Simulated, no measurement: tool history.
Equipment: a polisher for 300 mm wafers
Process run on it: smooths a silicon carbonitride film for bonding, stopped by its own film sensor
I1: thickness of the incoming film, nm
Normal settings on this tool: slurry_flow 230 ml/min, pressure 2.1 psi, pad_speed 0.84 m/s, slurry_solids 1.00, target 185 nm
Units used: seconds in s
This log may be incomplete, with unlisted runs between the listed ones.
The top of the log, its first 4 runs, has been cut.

run 5 day=11.208 | slurry_flow=230 pressure=2.1 pad_speed=0.84 slurry_solids=1.00 target=185 | I1=209.8 | seconds=98.4
-- day=12.954 slurry nozzle cleaned
run 6 day=13.529 | slurry_flow=230 pressure=2.1 pad_speed=0.84 slurry_solids=1.00 target=185 | I1=206.5 | seconds=88.8
run 7 day=17.254 | slurry_flow=230 pressure=2.1 pad_speed=0.84 slurry_solids=1.00 target=185 | I1=208.6 | seconds=98.0
run 8 day=19.117 | slurry_flow=230 pressure=2.1 pad_speed=0.84 slurry_solids=1.00 target=185 | I1=210.3 | seconds=107.7
-- day=19.708 worn pad replaced by a new one
run 9 day=21.321 | slurry_flow=230 pressure=2.1 pad_speed=0.84 slurry_solids=1.00 target=185 | I1=206.8 | seconds=94.0
-- day=23.950 slurry blender recalibrated
run 10 day=28.321 | slurry_flow=230 pressure=2.1 pad_speed=0.60 slurry_solids=0.85 target=185 | I1=208.6 | seconds=126.1
run 11 day=31.133 | slurry_flow=300 pressure=1.5 pad_speed=0.84 slurry_solids=1.25 target=192 | I1=211.0 | seconds=96.8
run 12 day=34.479 | slurry_flow=180 pressure=2.1 pad_speed=0.72 slurry_solids=1.00 target=194 | I1=209.9 | seconds=76.2
run 13 day=35.621 | slurry_flow=230 pressure=2.1 pad_speed=0.84 slurry_solids=1.15 target=185 | I1=207.0 | seconds=87.5
run 14 day=36.646 | slurry_flow=230 pressure=2.7 pad_speed=0.84 slurry_solids=1.00 target=185 | I1=210.5 | seconds=83.6
run 15 day=37.688 | slurry_flow=230 pressure=2.1 pad_speed=0.84 slurry_solids=1.00 target=188 | I1=210.8 | seconds=92.9
-- day=38.838 worn pad replaced by a new one
run 16 day=40.508 | slurry_flow=230 pressure=2.1 pad_speed=0.84 slurry_solids=1.10 target=193 | I1=212.2 | seconds=78.3
run 17 day=42.183 | slurry_flow=185 pressure=2.1 pad_speed=0.84 slurry_solids=1.00 target=185 | I1=210.2 | seconds=110.7
run 18 day=43.496 | slurry_flow=230 pressure=2.1 pad_speed=0.84 slurry_solids=1.00 target=185 | I1=210.0 | seconds=108.7
-- day=44.433 slurry blender recalibrated
-- day=44.562 head pressure recalibrated
-- day=45.104 slurry nozzle cleaned
run 19 day=45.650 | slurry_flow=230 pressure=2.1 pad_speed=0.84 slurry_solids=1.00 target=185 | I1=209.2 | seconds=93.8
run 20 day=47.383 | slurry_flow=230 pressure=2.4 pad_speed=0.84 slurry_solids=1.00 target=188 | I1=210.1 | seconds=76.4
run 21 day=49.162 | slurry_flow=230 pressure=2.1 pad_speed=1.14 slurry_solids=1.00 target=185 | I1=210.8 | seconds=80.2

The next listed run, before its measurement:
run 22 day=51.888 | slurry_flow=230 pressure=2.1 pad_speed=0.84 slurry_solids=1.00 target=185 | I1=211.4 | seconds=?

Run 22 measured seconds 106.1 s.
The same run, on a tool lacking any hidden state, would have yielded seconds 102.1 s.
